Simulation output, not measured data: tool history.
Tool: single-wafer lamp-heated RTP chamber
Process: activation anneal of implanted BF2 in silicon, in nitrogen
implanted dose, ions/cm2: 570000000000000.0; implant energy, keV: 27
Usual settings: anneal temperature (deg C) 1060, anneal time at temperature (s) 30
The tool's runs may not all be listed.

run	hour	anneal temperature (deg C)	anneal time at temperature (s)	read-back reference wafer on the same gauge, sheet resistance	sheet resistance of the implanted and annealed layer (ohm/square)
1	0	1066	30	157.92	190.29
2	14.7	1066	30	157.94	190.11
3	29.4	1060	30	157.99	190.73
4	38.1	1060	30	158.1	190.62
5	50.3	1060	30	157.93	190.8
6	59.4	1060	30	157.97	190.92
7	67.1	1060	30	158.01	191.21
# hour 80.4: pyrometer window cleaned and pyrometer calibrated
8	80.8	1060	30	158.06	192.48
# hour 88.3: gauge calibrated
9	94	1046	30	158	193.81
10	107.2	1060	30	157.89	192.61
11	119.4	1060	30	158.09	192.34
# hour 133.1: reflector plate cleaned
12	133.8	1080	35	158.04	188.24
13	147	1083	42	157.94	185.78
14	162.7	1032	30	158.08	195.31
15	177	1077	18	157.94	192.59
16	184.2	1060	30	157.99	191.58

Some steps in sheet resistance of the implanted and annealed layer (ohm/square) between neighbouring runs. How much of each would the tool show without its hidden state too (settings, what came in, random variation), and how much is left for the hidden state, with any gauge scatter that isn't in both results?
The hidden state here: true wafer temperature minus pyrometer reading, K; wafer temperature error from the tarnished reflector plate, K; gauge reads high (%).
Run 7 -> 8: pyrometer window cleaned and pyrometer calibrated. sheet resistance of the implanted and annealed layer (ohm/square) +1.27: hidden state +1.62, all else -0.35.
Run 13 -> 14: anneal temperature (deg C) 1083 -> 1032, anneal time at temperature (s) 42 -> 30. sheet resistance of the implanted and annealed layer (ohm/square) +9.53: hidden state -0.09, all else +9.62.

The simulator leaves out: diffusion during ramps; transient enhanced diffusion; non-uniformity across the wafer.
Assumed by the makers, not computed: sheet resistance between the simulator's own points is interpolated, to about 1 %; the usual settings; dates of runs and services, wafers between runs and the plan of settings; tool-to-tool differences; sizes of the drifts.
